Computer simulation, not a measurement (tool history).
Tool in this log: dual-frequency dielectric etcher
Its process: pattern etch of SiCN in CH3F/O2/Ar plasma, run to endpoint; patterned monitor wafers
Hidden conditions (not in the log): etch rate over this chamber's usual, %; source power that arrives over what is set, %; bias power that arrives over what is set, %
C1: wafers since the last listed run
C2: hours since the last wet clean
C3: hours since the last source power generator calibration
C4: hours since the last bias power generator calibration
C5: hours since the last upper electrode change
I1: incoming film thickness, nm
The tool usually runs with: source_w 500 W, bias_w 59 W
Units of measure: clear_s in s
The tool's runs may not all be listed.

Run 1, hour 0: usual settings but source_w 460 W, bias_w 66 W; C1 0; C2 490; C3 2029.9; C4 4089.9; C5 2911.5; I1 10.03. Result: clear_s 24.7 s.
At hour 51.8: wet clean of the chamber.
Run 2, hour 154.7: usual settings but source_w 460 W, bias_w 66 W; C1 2024; C2 102.9; C3 2184.6; C4 4244.6; C5 3066.2; I1 10.03. Result: clear_s 24.4 s.
Run 3, hour 201.6: usual settings but source_w 460 W, bias_w 66 W; C1 726; C2 149.8; C3 2231.5; C4 4291.5; C5 3113.1; I1 9.97. Result: clear_s 24.3 s.
Run 4, hour 237.2: usual settings; C1 551; C2 185.4; C3 2267.1; C4 4327.1; C5 3148.7; I1 10.06. Result: clear_s 24.3 s.
Run 5, hour 297.2: usual settings but source_w 460 W, bias_w 53 W; C1 929; C2 245.4; C3 2327.1; C4 4387.1; C5 3208.7; I1 9.88. Result: clear_s 25 s.
Run 6, hour 337.6: usual settings but source_w 460 W, bias_w 53 W; C1 625; C2 285.8; C3 2367.5; C4 4427.5; C5 3249.1; I1 9.97. Result: clear_s 25.3 s.
Run 7, hour 406.1: usual settings; C1 1061; C2 354.3; C3 2436; C4 4496; C5 3317.6; I1 10.07. Result: clear_s 24.6 s.
At hour 455.6: wet clean of the chamber.
Run 8, hour 459.7: usual settings; C1 458; C2 4.1; C3 2489.6; C4 4549.6; C5 3371.2; I1 9.88. Result: clear_s 23.8 s.
Run 9, hour 487.7: usual settings; C1 433; C2 32.1; C3 2517.6; C4 4577.6; C5 3399.2; I1 9.96. Result: clear_s 24 s.
Run 10, hour 627.6: usual settings but bias_w 63 W; C1 2166; C2 172; C3 2657.5; C4 4717.5; C5 3539.1; I1 10. Result: clear_s 23.8 s.
At hour 683.2: source power generator calibrated.
Run 11, hour 688.8: usual settings but bias_w 63 W; C1 886; C2 233.2; C3 5.6; C4 4778.7; C5 3600.3; I1 10.03. Result: clear_s 24.1 s.
Run 12, hour 723.5: usual settings but source_w 570 W; C1 537; C2 267.9; C3 40.3; C4 4813.4; C5 3635; I1 9.99. Result: clear_s 23.2 s.
At hour 798.4: upper electrode replaced.
Run 13, hour 798.9: usual settings but source_w 610 W, bias_w 73 W; C1 796; C2 343.3; C3 115.7; C4 4888.8; C5 0.5; I1 10.04. Result: clear_s 22 s.
At hour 821.7: bias power generator calibrated.
At hour 867.6: wet clean of the chamber.
Run 14, hour 868.1: usual settings; C1 638; C2 0.5; C3 184.9; C4 46.4; C5 69.7; I1 10.01. Result: clear_s 24.1 s.
Run 15, hour 921.2: usual settings but source_w 430 W, bias_w 48 W; C1 822; C2 53.6; C3 238; C4 99.5; C5 122.8; I1 10.01. Result: clear_s 26.3 s.
Run 16, hour 976.3: usual settings; C1 853; C2 108.7; C3 293.1; C4 154.6; C5 177.9; I1 9.96. Result: clear_s 24.1 s.
Run 17, hour 1022.9: usual settings but source_w 430 W, bias_w 68 W; C1 721; C2 155.3; C3 339.7; C4 201.2; C5 224.5; I1 10.1. Result: clear_s 25.1 s.
Run 18, hour 1074.9: usual settings but source_w 460 W, bias_w 66 W; C1 805; C2 207.3; C3 391.7; C4 253.2; C5 276.5; I1 10.03. Result: clear_s 24.7 s.
Run 19, hour 1138.8: usual settings; C1 989; C2 271.2; C3 455.6; C4 317.1; C5 340.4; I1 10.02. Result: clear_s 24.4 s.
Run 20, hour 1186.2: usual settings but source_w 610 W, bias_w 55 W; C1 734; C2 318.6; C3 503; C4 364.5; C5 387.8; I1 10.01. Result: clear_s 23.2 s.
Run 21, hour 1215.6: usual settings but source_w 530 W, bias_w 69 W; C1 455; C2 348; C3 532.4; C4 393.9; C5 417.2; I1 10.07. Result: clear_s 23.5 s.
Run 22, hour 1276: usual settings but source_w 550 W; C1 935; C2 408.4; C3 592.8; C4 454.3; C5 477.6; I1 9.93. Result: clear_s 23.7 s.

Below are 3 alternative next runs, each starting from the tool's condition after run 22. Predict each:
Run A, hour 1276.4: usual settings but bias_w 44 W; C1 6; C2 408.8; C3 593.2; C4 454.7; C5 478; I1 10.06. Result: clear_s ?.
Run B, hour 1276.4: usual settings but source_w 570 W, bias_w 68 W; C1 6; C2 408.8; C3 593.2; C4 454.7; C5 478; I1 10.06. Result: clear_s ?.
Run C, hour 1276.4: usual settings but source_w 580 W, bias_w 51 W; C1 6; C2 408.8; C3 593.2; C4 454.7; C5 478; I1 10.06. Result: clear_s ?.

run  clear_s
  A     25.7
  B     22.9
  C     23.9
The same runs, with their run-to-run variation unchanged, on a tool lacking any hidden condition would have given:
run  clear_s
  A     25.3
  B     22.6
  C     23.5
